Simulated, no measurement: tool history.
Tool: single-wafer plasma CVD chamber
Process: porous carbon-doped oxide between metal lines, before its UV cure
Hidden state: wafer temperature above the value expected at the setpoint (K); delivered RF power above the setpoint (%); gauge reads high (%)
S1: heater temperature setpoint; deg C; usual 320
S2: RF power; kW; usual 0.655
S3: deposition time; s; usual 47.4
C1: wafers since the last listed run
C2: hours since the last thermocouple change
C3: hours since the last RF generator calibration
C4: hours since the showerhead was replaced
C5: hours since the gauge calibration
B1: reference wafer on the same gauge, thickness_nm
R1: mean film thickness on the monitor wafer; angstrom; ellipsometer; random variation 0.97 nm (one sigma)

run	day	S1	S2	S3	C1	C2	C3	C4	C5	B1	R1
1	0.000	320	0.655	49.9	0	58.9	256.8	3395.7	2965.5	266.857	2752.01
2	2.888	320	0.750	47.4	808	128.2	326.1	3465.0	3034.8	266.813	2821.15
3	5.154	320	0.750	47.4	634	182.6	380.5	3519.4	3089.2	266.447	2842.59
4	7.871	320	0.750	47.4	760	247.8	445.7	3584.6	3154.4	267.118	2823.63
5	11.300	325	0.695	47.4	959	330.1	528.0	3666.9	3236.7	266.522	2651.69
# day 13.900: gauge calibrated
6	15.642	320	0.735	47.4	1215	434.3	632.2	3771.1	41.8	266.601	2792.10
# day 17.854: showerhead replaced
7	19.138	320	0.735	47.4	885	518.2	716.1	30.8	125.7	267.673	2780.12
8	22.396	320	0.655	50.1	911	596.4	794.3	109.0	203.9	266.945	2719.33
9	25.696	320	0.655	47.4	923	675.6	873.5	188.2	283.1	266.995	2580.89
10	29.479	320	0.655	47.4	1058	766.4	964.3	279.0	373.9	267.101	2550.96
11	32.417	320	0.655	47.4	822	836.9	1034.8	349.5	444.4	267.234	2552.26
12	35.471	310	0.655	43.7	854	910.2	1108.1	422.8	517.7	266.781	2442.57
13	38.183	310	0.655	43.7	759	975.3	1173.2	487.9	582.8	266.766	2434.09
# day 42.454: thermocouple changed; heater temperature recalibrated
# day 49.875: RF generator calibrated
14	50.321	311	0.600	50.8	3210	188.8	10.7	779.2	874.1	267.381	2785.88
15	52.621	315	0.580	52.8	643	244.0	65.9	834.4	929.3	266.694	2771.18
16	56.154	320	0.655	47.4	988	328.8	150.7	919.2	1014.1	267.112	2621.60
17	60.267	307	0.705	56.2	1151	427.5	249.4	1017.9	1112.8	267.109	3424.73
18	64.062	320	0.715	50.1	1062	518.6	340.5	1109.0	1203.9	266.885	2890.46
19	67.829	320	0.655	47.4	1054	609.0	430.9	1199.4	1294.3	266.931	2601.61
20	70.388	307	0.750	55.8	716	670.4	492.3	1260.8	1355.7	267.209	3466.51
21	74.450	320	0.655	47.4	1137	767.9	589.8	1358.3	1453.2	267.289	2566.79
22	78.492	320	0.620	47.4	1131	864.9	686.8	1455.3	1550.2	266.844	2481.21
23	82.104	313	0.535	43.7	1011	951.6	773.5	1542.0	1636.9	266.832	2158.26
24	85.338	320	0.655	47.4	904	1029.2	851.1	1619.6	1714.5	266.699	2549.59
25	86.958	313	0.730	54.6	453	1068.1	890.0	1658.5	1753.4	266.840	3181.64
26	89.317	311	0.655	55.9	660	1124.7	946.6	1715.1	1810.0	267.066	3081.59
# day 90.800: thermocouple changed; heater temperature recalibrated
27	91.596	320	0.720	47.4	544	19.1	1001.3	1769.8	1864.7	267.558	2774.04
28	95.700	320	0.775	54.8	1148	117.6	1099.8	1868.3	1963.2	266.419	3296.83
29	97.692	307	0.750	55.8	557	165.4	1147.6	1916.1	2011.0	266.594	3505.86
30	100.392	305	0.655	47.4	755	230.2	1212.4	1980.9	2075.8	266.707	2776.82
31	102.171	320	0.530	42.5	497	272.9	1255.1	2023.6	2118.5	266.631	2044.96
# day 103.888: RF generator calibrated
32	106.092	320	0.655	47.4	1004	367.0	52.9	2117.7	2212.6	266.806	2625.43
33	109.579	314	0.655	47.4	976	450.7	136.6	2201.4	2296.3	266.423	2714.19
34	111.492	306	0.545	52.2	535	496.6	182.5	2247.3	2342.2	267.095	2750.14
35	113.808	320	0.655	49.9	648	552.2	238.1	2302.9	2397.8	267.291	2751.76

The tool's hidden state at each run:
gauge reads high (%): 0 in every run
H1: wafer temperature above the value expected at the setpoint (K)
H2: delivered RF power above the setpoint (%)
run	H1	H2
1	0.797	-0.282
2	0.863	-0.362
3	0.949	-0.438
4	1.09	-0.545
5	1.33	-0.704
6	1.74	-0.944
7	2.14	-1.17
8	2.58	-1.4
9	3.1	-1.67
10	3.76	-2
11	4.33	-2.28
12	4.98	-2.59
13	5.61	-2.88
14	1.05	-0.136
15	1.17	-0.145
16	1.42	-0.181
17	1.79	-0.26
18	2.23	-0.366
19	2.75	-0.505
20	3.15	-0.618
21	3.86	-0.827
22	4.66	-1.07
23	5.46	-1.32
24	6.24	-1.57
25	6.66	-1.71
26	7.29	-1.92
27	0.0433	-2.13
28	0.112	-2.54
29	0.18	-2.75
30	0.31	-3.06
31	0.419	-3.26
32	0.725	-0.238
33	1.07	-0.27
34	1.29	-0.299
35	1.59	-0.345
